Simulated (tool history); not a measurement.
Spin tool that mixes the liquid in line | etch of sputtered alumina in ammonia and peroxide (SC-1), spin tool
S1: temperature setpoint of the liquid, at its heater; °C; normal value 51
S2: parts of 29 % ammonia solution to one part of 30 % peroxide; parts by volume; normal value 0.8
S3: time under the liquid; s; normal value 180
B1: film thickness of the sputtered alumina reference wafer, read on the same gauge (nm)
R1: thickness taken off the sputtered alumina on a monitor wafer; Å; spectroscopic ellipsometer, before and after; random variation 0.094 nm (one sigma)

{"run": 1, "hour": 0.0, "S1": 51, "S2": 0.8, "S3": 180, "B1": 29.99, "R1": 90.7}
{"run": 2, "hour": 74.4, "S1": 51, "S2": 0.8, "S3": 180, "B1": 30, "R1": 89.5}
{"run": 3, "hour": 111.4, "S1": 51, "S2": 1.1, "S3": 210, "B1": 30, "R1": 108}
{"run": 4, "hour": 157.2, "S1": 51, "S2": 1.1, "S3": 210, "B1": 29.98, "R1": 108.1}
{"hour": 194.2, "done": "new drum of ammonia solution connected"}
{"hour": 210.8, "done": "thermometer replaced"}
{"run": 5, "hour": 240.6, "S1": 51, "S2": 1.1, "S3": 210, "B1": 29.97, "R1": 108.3}
{"hour": 275.1, "done": "ammonia flow meter replaced"}
{"run": 6, "hour": 334.3, "S1": 51, "S2": 0.8, "S3": 100, "B1": 30.01, "R1": 49.2}
{"run": 7, "hour": 374.7, "S1": 51, "S2": 0.65, "S3": 180, "B1": 30.01, "R1": 87.4}
{"run": 8, "hour": 413.3, "S1": 45, "S2": 1.2, "S3": 265, "B1": 30.02, "R1": 96.1}
{"run": 9, "hour": 487.1, "S1": 57.5, "S2": 0.45, "S3": 180, "B1": 29.99, "R1": 118}
{"hour": 490.6, "done": "gauge calibrated"}
{"run": 10, "hour": 567.0, "S1": 51, "S2": 1.15, "S3": 180, "B1": 30.01, "R1": 90.4}
{"hour": 589.2, "done": "heated supply line repaired"}
{"run": 11, "hour": 653.1, "S1": 51, "S2": 0.8, "S3": 180, "B1": 29.99, "R1": 96.5}
{"hour": 692.9, "done": "new drum of ammonia solution connected"}
{"run": 12, "hour": 741.9, "S1": 51, "S2": 0.8, "S3": 180, "B1": 30.04, "R1": 96.6}
{"run": 13, "hour": 821.4, "S1": 56, "S2": 1.05, "S3": 265, "B1": 30.02, "R1": 193.8}
{"run": 14, "hour": 867.2, "S1": 46, "S2": 0.5, "S3": 140, "B1": 30, "R1": 53.9}
{"run": 15, "hour": 967.6, "S1": 51, "S2": 0.4, "S3": 80, "B1": 29.98, "R1": 39.8}
{"run": 16, "hour": 1058.4, "S1": 51, "S2": 0.8, "S3": 180, "B1": 30.01, "R1": 97.4}
{"run": 17, "hour": 1106.6, "S1": 57.5, "S2": 0.8, "S3": 240, "B1": 30.02, "R1": 178.8}
{"run": 18, "hour": 1147.9, "S1": 51, "S2": 0.8, "S3": 180, "B1": 29.99, "R1": 96.4}
{"run": 19, "hour": 1193.1, "S1": 44, "S2": 0.55, "S3": 180, "B1": 30.02, "R1": 62.7}
{"hour": 1199.9, "done": "new drum of ammonia solution connected"}
{"run": 20, "hour": 1266.4, "S1": 60, "S2": 0.8, "S3": 180, "B1": 29.97, "R1": 154.3}
{"hour": 1345.4, "done": "ammonia flow meter replaced"}
{"run": 21, "hour": 1361.9, "S1": 51, "S2": 0.55, "S3": 100, "B1": 29.99, "R1": 52}
{"run": 22, "hour": 1458.4, "S1": 57.5, "S2": 1, "S3": 255, "B1": 29.99, "R1": 193.6}
{"run": 23, "hour": 1545.6, "S1": 42, "S2": 1.1, "S3": 270, "B1": 30.01, "R1": 87.2}

Alternative continuations, all from the tool just after run 23; predict every row:
{"run": "A", "hour": 1546.1, "S1": 61, "S2": 0.8, "S3": 180, "B1": "?", "R1": "?"}
{"run": "B", "hour": 1546.1, "S1": 51, "S2": 0.8, "S3": 265, "B1": "?", "R1": "?"}
{"run": "C", "hour": 1546.1, "S1": 44, "S2": 0.8, "S3": 285, "B1": "?", "R1": "?"}
{"run": "D", "hour": 1546.1, "S1": 44.5, "S2": 0.55, "S3": 245, "B1": "?", "R1": "?"}
{"run": "E", "hour": 1546.1, "S1": 55, "S2": 0.8, "S3": 210, "B1": "?", "R1": "?"}

run=A B1=30.01 R1=159.8
run=B B1=30.01 R1=138.5
run=C B1=30.01 R1=100.6
run=D B1=30.01 R1=85.9
run=E B1=30.01 R1=136.3
With the hidden condition removed and each run's random variation left untouched, the same runs would have given:
run=A R1=163.9
run=B R1=142.4
run=C R1=103.5
run=D R1=88.3
run=E R1=140
